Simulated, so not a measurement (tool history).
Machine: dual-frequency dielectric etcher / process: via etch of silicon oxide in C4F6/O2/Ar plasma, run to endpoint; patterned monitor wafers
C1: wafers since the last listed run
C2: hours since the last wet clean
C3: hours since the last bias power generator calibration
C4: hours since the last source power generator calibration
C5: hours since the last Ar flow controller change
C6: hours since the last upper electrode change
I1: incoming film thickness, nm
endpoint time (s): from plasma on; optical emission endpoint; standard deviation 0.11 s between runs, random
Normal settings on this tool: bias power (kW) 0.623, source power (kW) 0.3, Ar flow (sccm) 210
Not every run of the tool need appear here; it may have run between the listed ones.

{"run": 1, "hour": 0.0, "bias power (kW)": 0.559, "source power (kW)": 0.3, "Ar flow (sccm)": 210, "C1": 0, "C2": 406.2, "C3": 2484.9, "C4": 3080.6, "C5": 2587, "C6": 4607.6, "I1": 158.5, "endpoint time (s)": 35.7}
{"hour": 30.1, "done": "bias power generator calibrated"}
{"hour": 38.1, "done": "wet clean of the chamber"}
{"run": 2, "hour": 85.7, "bias power (kW)": 0.559, "source power (kW)": 0.3, "Ar flow (sccm)": 210, "C1": 1275, "C2": 47.6, "C3": 55.6, "C4": 3166.3, "C5": 2672.7, "C6": 4693.3, "I1": 160.7, "endpoint time (s)": 36}
{"run": 3, "hour": 117.0, "bias power (kW)": 0.559, "source power (kW)": 0.3, "Ar flow (sccm)": 210, "C1": 541, "C2": 78.9, "C3": 86.9, "C4": 3197.6, "C5": 2704, "C6": 4724.6, "I1": 159.2, "endpoint time (s)": 35.7}
{"run": 4, "hour": 129.6, "bias power (kW)": 0.623, "source power (kW)": 0.3, "Ar flow (sccm)": 210, "C1": 218, "C2": 91.5, "C3": 99.5, "C4": 3210.2, "C5": 2716.6, "C6": 4737.2, "I1": 158.6, "endpoint time (s)": 34.1}
{"run": 5, "hour": 157.3, "bias power (kW)": 0.623, "source power (kW)": 0.3, "Ar flow (sccm)": 210, "C1": 479, "C2": 119.2, "C3": 127.2, "C4": 3237.9, "C5": 2744.3, "C6": 4764.9, "I1": 162, "endpoint time (s)": 34.5}
{"run": 6, "hour": 189.7, "bias power (kW)": 0.623, "source power (kW)": 0.3, "Ar flow (sccm)": 210, "C1": 560, "C2": 151.6, "C3": 159.6, "C4": 3270.3, "C5": 2776.7, "C6": 4797.3, "I1": 159.4, "endpoint time (s)": 34}
{"run": 7, "hour": 220.3, "bias power (kW)": 0.749, "source power (kW)": 0.25, "Ar flow (sccm)": 210, "C1": 529, "C2": 182.2, "C3": 190.2, "C4": 3300.9, "C5": 2807.3, "C6": 4827.9, "I1": 159.6, "endpoint time (s)": 35.2}
{"hour": 227.4, "done": "source power generator calibrated"}
{"run": 8, "hour": 242.8, "bias power (kW)": 0.708, "source power (kW)": 0.22, "Ar flow (sccm)": 176, "C1": 320, "C2": 204.7, "C3": 212.7, "C4": 15.4, "C5": 2829.8, "C6": 4850.4, "I1": 158.8, "endpoint time (s)": 38.3}
{"run": 9, "hour": 274.7, "bias power (kW)": 0.746, "source power (kW)": 0.25, "Ar flow (sccm)": 165, "C1": 552, "C2": 236.6, "C3": 244.6, "C4": 47.3, "C5": 2861.7, "C6": 4882.3, "I1": 159.2, "endpoint time (s)": 34.1}
{"run": 10, "hour": 307.9, "bias power (kW)": 0.561, "source power (kW)": 0.3, "Ar flow (sccm)": 259, "C1": 574, "C2": 269.8, "C3": 277.8, "C4": 80.5, "C5": 2894.9, "C6": 4915.5, "I1": 159.6, "endpoint time (s)": 37.1}
{"run": 11, "hour": 331.6, "bias power (kW)": 0.623, "source power (kW)": 0.33, "Ar flow (sccm)": 187, "C1": 410, "C2": 293.5, "C3": 301.5, "C4": 104.2, "C5": 2918.6, "C6": 4939.2, "I1": 159.9, "endpoint time (s)": 32}
{"run": 12, "hour": 423.8, "bias power (kW)": 0.623, "source power (kW)": 0.3, "Ar flow (sccm)": 210, "C1": 1596, "C2": 385.7, "C3": 393.7, "C4": 196.4, "C5": 3010.8, "C6": 5031.4, "I1": 160.5, "endpoint time (s)": 34.5}
{"run": 13, "hour": 436.8, "bias power (kW)": 0.623, "source power (kW)": 0.3, "Ar flow (sccm)": 210, "C1": 225, "C2": 398.7, "C3": 406.7, "C4": 209.4, "C5": 3023.8, "C6": 5044.4, "I1": 159.7, "endpoint time (s)": 34.4}
{"hour": 457.8, "done": "Ar flow controller replaced"}
{"hour": 472.1, "done": "upper electrode replaced, of another model than before"}
{"run": 14, "hour": 472.6, "bias power (kW)": 0.623, "source power (kW)": 0.3, "Ar flow (sccm)": 210, "C1": 268, "C2": 434.5, "C3": 442.5, "C4": 245.2, "C5": 14.8, "C6": 0.5, "I1": 158.2, "endpoint time (s)": 34}
{"run": 15, "hour": 473.0, "bias power (kW)": 0.564, "source power (kW)": 0.33, "Ar flow (sccm)": 227, "C1": 6, "C2": 434.9, "C3": 442.9, "C4": 245.6, "C5": 15.2, "C6": 0.9, "I1": 159.4, "endpoint time (s)": 33.3}
{"hour": 508.3, "done": "wet clean of the chamber"}
{"run": 16, "hour": 508.8, "bias power (kW)": 0.623, "source power (kW)": 0.36, "Ar flow (sccm)": 210, "C1": 204, "C2": 0.5, "C3": 478.7, "C4": 281.4, "C5": 51, "C6": 36.7, "I1": 159.6, "endpoint time (s)": 29.9}
{"run": 17, "hour": 540.9, "bias power (kW)": 0.535, "source power (kW)": 0.37, "Ar flow (sccm)": 225, "C1": 555, "C2": 32.6, "C3": 510.8, "C4": 313.5, "C5": 83.1, "C6": 68.8, "I1": 159.6, "endpoint time (s)": 30.8}
{"run": 18, "hour": 572.9, "bias power (kW)": 0.623, "source power (kW)": 0.3, "Ar flow (sccm)": 245, "C1": 553, "C2": 64.6, "C3": 542.8, "C4": 345.5, "C5": 115.1, "C6": 100.8, "I1": 160.6, "endpoint time (s)": 34.9}
{"run": 19, "hour": 600.6, "bias power (kW)": 0.623, "source power (kW)": 0.38, "Ar flow (sccm)": 210, "C1": 479, "C2": 92.3, "C3": 570.5, "C4": 373.2, "C5": 142.8, "C6": 128.5, "I1": 159.4, "endpoint time (s)": 28.8}
{"run": 20, "hour": 631.2, "bias power (kW)": 0.623, "source power (kW)": 0.3, "Ar flow (sccm)": 210, "C1": 529, "C2": 122.9, "C3": 601.1, "C4": 403.8, "C5": 173.4, "C6": 159.1, "I1": 158, "endpoint time (s)": 33.7}
{"run": 21, "hour": 660.3, "bias power (kW)": 0.553, "source power (kW)": 0.37, "Ar flow (sccm)": 175, "C1": 503, "C2": 152, "C3": 630.2, "C4": 432.9, "C5": 202.5, "C6": 188.2, "I1": 159.1, "endpoint time (s)": 29.5}
{"run": 22, "hour": 706.6, "bias power (kW)": 0.623, "source power (kW)": 0.3, "Ar flow (sccm)": 210, "C1": 801, "C2": 198.3, "C3": 676.5, "C4": 479.2, "C5": 248.8, "C6": 234.5, "I1": 159, "endpoint time (s)": 34.1}
{"run": 23, "hour": 740.5, "bias power (kW)": 0.567, "source power (kW)": 0.3, "Ar flow (sccm)": 210, "C1": 586, "C2": 232.2, "C3": 710.4, "C4": 513.1, "C5": 282.7, "C6": 268.4, "I1": 158.3, "endpoint time (s)": 34.8}
{"run": 24, "hour": 765.9, "bias power (kW)": 0.537, "source power (kW)": 0.3, "Ar flow (sccm)": 210, "C1": 439, "C2": 257.6, "C3": 735.8, "C4": 538.5, "C5": 308.1, "C6": 293.8, "I1": 160.4, "endpoint time (s)": 35.8}
{"run": 25, "hour": 778.1, "bias power (kW)": 0.623, "source power (kW)": 0.37, "Ar flow (sccm)": 161, "C1": 211, "C2": 269.8, "C3": 748, "C4": 550.7, "C5": 320.3, "C6": 306, "I1": 158.6, "endpoint time (s)": 28.3}
{"run": 26, "hour": 802.2, "bias power (kW)": 0.623, "source power (kW)": 0.3, "Ar flow (sccm)": 210, "C1": 417, "C2": 293.9, "C3": 772.1, "C4": 574.8, "C5": 344.4, "C6": 330.1, "I1": 159.9, "endpoint time (s)": 34.3}
{"run": 27, "hour": 821.2, "bias power (kW)": 0.623, "source power (kW)": 0.33, "Ar flow (sccm)": 210, "C1": 328, "C2": 312.9, "C3": 791.1, "C4": 593.8, "C5": 363.4, "C6": 349.1, "I1": 160.8, "endpoint time (s)": 32.2}
{"run": 28, "hour": 839.7, "bias power (kW)": 0.623, "source power (kW)": 0.3, "Ar flow (sccm)": 210, "C1": 320, "C2": 331.4, "C3": 809.6, "C4": 612.3, "C5": 381.9, "C6": 367.6, "I1": 158.8, "endpoint time (s)": 34.1}
{"run": 29, "hour": 856.5, "bias power (kW)": 0.717, "source power (kW)": 0.35, "Ar flow (sccm)": 169, "C1": 290, "C2": 348.2, "C3": 826.4, "C4": 629.1, "C5": 398.7, "C6": 384.4, "I1": 159.8, "endpoint time (s)": 28.8}

How the hidden state differs across the entries between the runs, from the last listed run before each to the first after it:
From run 1 to run 2: bias power generator calibrated (hour 30.1); wet clean of the chamber (hour 38.1)
  etch rate over this chamber's usual, %: -1.12 -> -0.422
  measured less the result without the state, endpoint time (s): +0.4 -> +0.1
From run 7 to run 8: source power generator calibrated (hour 227.4)
  etch rate over this chamber's usual, %: -0.911 -> -0.993
  measured less the result without the state, endpoint time (s): +0.3 -> +0.3
From run 13 to run 14: Ar flow controller replaced (hour 457.8); upper electrode replaced, of another model than before (hour 472.1)
  etch rate over this chamber's usual, %: -1.7 -> -1.83
  measured less the result without the state, endpoint time (s): +0.6 -> +0.6
From run 15 to run 16: wet clean of the chamber (hour 508.3)
  etch rate over this chamber's usual, %: -1.83 -> -0.155
  measured less the result without the state, endpoint time (s): +0.6 -> +0.1

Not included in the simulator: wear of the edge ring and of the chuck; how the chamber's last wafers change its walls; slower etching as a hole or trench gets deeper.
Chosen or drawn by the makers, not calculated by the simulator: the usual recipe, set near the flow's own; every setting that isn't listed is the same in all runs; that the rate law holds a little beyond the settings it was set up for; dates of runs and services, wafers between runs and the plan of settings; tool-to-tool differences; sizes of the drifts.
